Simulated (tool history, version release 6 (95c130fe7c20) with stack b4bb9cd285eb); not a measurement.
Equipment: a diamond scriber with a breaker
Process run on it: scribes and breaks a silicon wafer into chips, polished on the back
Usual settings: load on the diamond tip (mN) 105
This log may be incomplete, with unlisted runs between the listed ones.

run	day	load on the diamond tip (mN)	incoming depth of the damage left on the back of the incoming wafer, um	depth of the median crack under the scribed line (nm)	chips rejected at inspection after the break (%)
1	0	105	0.05	14220	0.82
2	1.429	105	0.04	14370	0.75
3	3.871	105	0.02	14500	0.92
4	6.742	105	0.03	14480	1.08
5	8.071	105	0.04	14720	1.1
6	10.775	105	0.04	14840	1.05
7	12.9	105	0.02	14580	1.19
8	14.617	80	0.05	10870	13.57
# day 15.529: diamond tip replaced by a new one
9	15.812	80	0.02	10840	12.12
10	17.896	113	0.04	16050	3.76
11	19.092	113	0.01	15840	4.35
12	20.642	113	0.03	16040	4.84
13	22.367	120	0.02	17110	8.1
14	25.25	120	0.03	17190	8.95
15	27.188	120	0.04	16970	10.24
16	30.05	129	0.02	18530	15.46
17	31.383	105	0.02	15400	1.95
18	32.583	105	0.03	15130	2.02
19	35.254	73	0.03	10340	20.23
# day 40.133: load on the tip recalibrated
20	43.392	105	0.04	14130	0.64
21	44.654	83	0.02	11240	9.53
22	47.233	86	0.03	11480	9.09
23	48.65	105	0.05	13890	0.69
24	50.229	91	0.04	12260	4.25
25	52.896	105	0.05	14390	0.67
26	54.567	126	0.04	16980	6.97
27	56.621	136	0.04	18110	14.85
# day 62.017: diamond tip replaced by a new one
28	65.017	105	0.02	14130	0.67
29	67.896	79	0.02	10410	16.01
30	70.583	95	0.02	12770	1.6
31	73.088	105	0.02	14160	0.84
32	74.254	135	0.02	18530	12.6
33	75.342	127	0.04	17350	11.01
34	78.167	121	0.04	16780	5.66
35	80.475	105	0.03	14440	0.93
36	82.179	105	0.05	14520	0.95

Some steps in depth of the median crack under the scribed line (nm), run to run, broken into two amounts with sign: the step expected even without the hidden condition (settings, incoming material, random variation), and the rest, left for the hidden condition together with whatever gauge scatter is not in both the measured and the hidden-condition-free result:
The hidden state here: share of the diamond tip's cutting effectiveness lost through wear, %; deviation of the load on the tip from its setpoint, %.
Run 9 -> 10: load on the diamond tip (mN) 80 -> 113. depth of the median crack under the scribed line (nm) +5210: hidden state +340, all else +4870.
Run 18 -> 19: load on the diamond tip (mN) 105 -> 73. depth of the median crack under the scribed line (nm) -4790: hidden state -350, all else -4440.
Run 19 -> 20: load on the diamond tip (mN) 73 -> 105, load on the tip recalibrated. depth of the median crack under the scribed line (nm) +3790: hidden state -730, all else +4520.
Run 31 -> 32: load on the diamond tip (mN) 105 -> 135. depth of the median crack under the scribed line (nm) +4370: hidden state +160, all else +4210.
